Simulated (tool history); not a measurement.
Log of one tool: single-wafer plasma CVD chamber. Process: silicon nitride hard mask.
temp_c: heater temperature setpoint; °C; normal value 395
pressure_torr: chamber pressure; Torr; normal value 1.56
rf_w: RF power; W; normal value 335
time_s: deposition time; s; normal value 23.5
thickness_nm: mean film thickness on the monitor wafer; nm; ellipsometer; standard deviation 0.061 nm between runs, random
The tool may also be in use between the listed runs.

| run | hour | temp_c | pressure_torr | rf_w | time_s | wafers since the last listed run | hours since the last thermocouple change | hours since the last RF generator calibration | hours since the last manometer calibration | hours since the showerhead was replaced | hours since the gauge calibration | read-back reference wafer on the same gauge, thickness_nm | thickness_nm |
|---|---|---|---|---|---|---|---|---|---|---|---|---|---|
| 1 | 0 | 395 | 1.56 | 335 | 23.5 | 0 | 981.9 | 389.3 | 867.5 | 2040.5 | 191.5 | 22.555 | 27.326 |
| 2 | 65.8 | 395 | 1.48 | 335 | 23.5 | 2691 | 1047.7 | 455.1 | 933.3 | 2106.3 | 257.3 | 22.549 | 26.534 |
| 3 | 110.6 | 391 | 1.56 | 335 | 22.1 | 1832 | 1092.5 | 499.9 | 978.1 | 2151.1 | 302.1 | 22.559 | 25.762 |
| 4 | 161.4 | 391 | 1.56 | 335 | 22.1 | 2077 | 1143.3 | 550.7 | 1028.9 | 2201.9 | 352.9 | 22.557 | 25.772 |
| 5 | 214.5 | 395 | 1.22 | 335 | 23.5 | 2172 | 1196.4 | 603.8 | 1082 | 2255 | 406 | 22.565 | 23.601 |
| 6 | 274.2 | 395 | 1.56 | 335 | 23.5 | 2442 | 1256.1 | 663.5 | 1141.7 | 2314.7 | 465.7 | 22.548 | 27.306 |
| 7 | 318.5 | 381 | 1.56 | 335 | 25 | 1812 | 1300.4 | 707.8 | 1186 | 2359 | 510 | 22.549 | 29.212 |
| 8 | 418.5 | 395 | 1.71 | 335 | 24.8 | 4090 | 1400.4 | 807.8 | 1286 | 2459 | 610 | 22.542 | 30.11 |
| 9 | 525.1 | 403 | 1.24 | 300 | 23.5 | 4360 | 1507 | 914.4 | 1392.6 | 2565.6 | 716.6 | 22.543 | 22.113 |
|  | 561.1 | capacitance manometer re-zeroed and calibrated |
| 10 | 624.2 | 389 | 1.36 | 360 | 25.5 | 3726 | 1606.1 | 1013.5 | 63.1 | 2664.7 | 815.7 | 22.529 | 28.881 |
| 11 | 662 | 395 | 1.39 | 385 | 25.4 | 1546 | 1643.9 | 1051.3 | 100.9 | 2702.5 | 853.5 | 22.525 | 30.248 |
| 12 | 750.6 | 395 | 1.56 | 335 | 23.5 | 3624 | 1732.5 | 1139.9 | 189.5 | 2791.1 | 942.1 | 22.531 | 27.22 |
|  | 793 | showerhead replaced |
| 13 | 844.3 | 387 | 1.76 | 300 | 19 | 3505 | 1826.2 | 1233.6 | 283.2 | 51.3 | 1035.8 | 22.518 | 21.828 |
|  | 884.7 | thermocouple changed; heater temperature recalibrated |
| 14 | 919 | 395 | 1.68 | 385 | 23.5 | 2728 | 34.3 | 1308.3 | 357.9 | 126 | 1110.5 | 22.518 | 30.844 |
| 15 | 1003.9 | 395 | 1.56 | 335 | 23.5 | 3472 | 119.2 | 1393.2 | 442.8 | 210.9 | 1195.4 | 22.508 | 27.216 |
|  | 1041.3 | RF generator calibrated |
| 16 | 1049.3 | 383 | 1.29 | 370 | 21.2 | 1529 | 164.6 | 8 | 488.2 | 256.3 | 1240.8 | 22.506 | 23.632 |
| 17 | 1108.3 | 395 | 1.56 | 335 | 24.7 | 2413 | 223.6 | 67 | 547.2 | 315.3 | 1299.8 | 22.499 | 28.535 |
| 18 | 1188.1 | 395 | 1.56 | 335 | 23.5 | 3264 | 303.4 | 146.8 | 627 | 395.1 | 1379.6 | 22.488 | 27.2 |
| 19 | 1229.1 | 384 | 1.56 | 365 | 25.3 | 1677 | 344.4 | 187.8 | 668 | 436.1 | 1420.6 | 22.48 | 31.047 |
| 20 | 1297.8 | 395 | 1.31 | 335 | 19.5 | 2810 | 413.1 | 256.5 | 736.7 | 504.8 | 1489.3 | 22.477 | 20.48 |
| 21 | 1345.8 | 386 | 1.91 | 335 | 24.7 | 1963 | 461.1 | 304.5 | 784.7 | 552.8 | 1537.3 | 22.477 | 31.343 |
| 22 | 1425.6 | 402 | 1.56 | 400 | 23.5 | 3264 | 540.9 | 384.3 | 864.5 | 632.6 | 1617.1 | 22.462 | 30.219 |
| 23 | 1523.8 | 395 | 1.94 | 375 | 25.7 | 4016 | 639.1 | 482.5 | 962.7 | 730.8 | 1715.3 | 22.451 | 34.979 |
| 24 | 1626.4 | 395 | 1.56 | 335 | 23.5 | 4196 | 741.7 | 585.1 | 1065.3 | 833.4 | 1817.9 | 22.431 | 27.229 |
| 25 | 1696 | 386 | 1.79 | 275 | 28.1 | 2846 | 811.3 | 654.7 | 1134.9 | 903 | 1887.5 | 22.427 | 30.403 |
| 26 | 1793.4 | 395 | 1.56 | 335 | 23.5 | 3984 | 908.7 | 752.1 | 1232.3 | 1000.4 | 1984.9 | 22.423 | 27.146 |
| 27 | 1854.5 | 403 | 1.41 | 305 | 27.3 | 2499 | 969.8 | 813.2 | 1293.4 | 1061.5 | 2046 | 22.408 | 27.892 |
|  | 1895.2 | capacitance manometer re-zeroed and calibrated |
| 28 | 1901.7 | 395 | 1.44 | 335 | 19.6 | 1603 | 1017 | 860.4 | 6.5 | 1108.7 | 2093.2 | 22.395 | 21.719 |
| 29 | 1968.2 | 401 | 1.56 | 375 | 23.5 | 2720 | 1083.5 | 926.9 | 73 | 1175.2 | 2159.7 | 22.394 | 29.032 |

List, for all runs, the conditions of the tool that the log does not record:
wafer temperature above the value expected at the setpoint (K): 0 on each run
delivered RF power above the setpoint (%): 0 on each run
true pressure above the setpoint (%): 0 on each run
H1: gauge reads high (%)
| run | H1 |
|---|---|
| 1 | -0.181 |
| 2 | -0.186 |
| 3 | -0.19 |
| 4 | -0.196 |
| 5 | -0.202 |
| 6 | -0.211 |
| 7 | -0.218 |
| 8 | -0.237 |
| 9 | -0.26 |
| 10 | -0.285 |
| 11 | -0.296 |
| 12 | -0.322 |
| 13 | -0.353 |
| 14 | -0.38 |
| 15 | -0.412 |
| 16 | -0.43 |
| 17 | -0.455 |
| 18 | -0.491 |
| 19 | -0.51 |
| 20 | -0.543 |
| 21 | -0.567 |
| 22 | -0.609 |
| 23 | -0.663 |
| 24 | -0.723 |
| 25 | -0.766 |
| 26 | -0.828 |
| 27 | -0.869 |
| 28 | -0.901 |
| 29 | -0.948 |
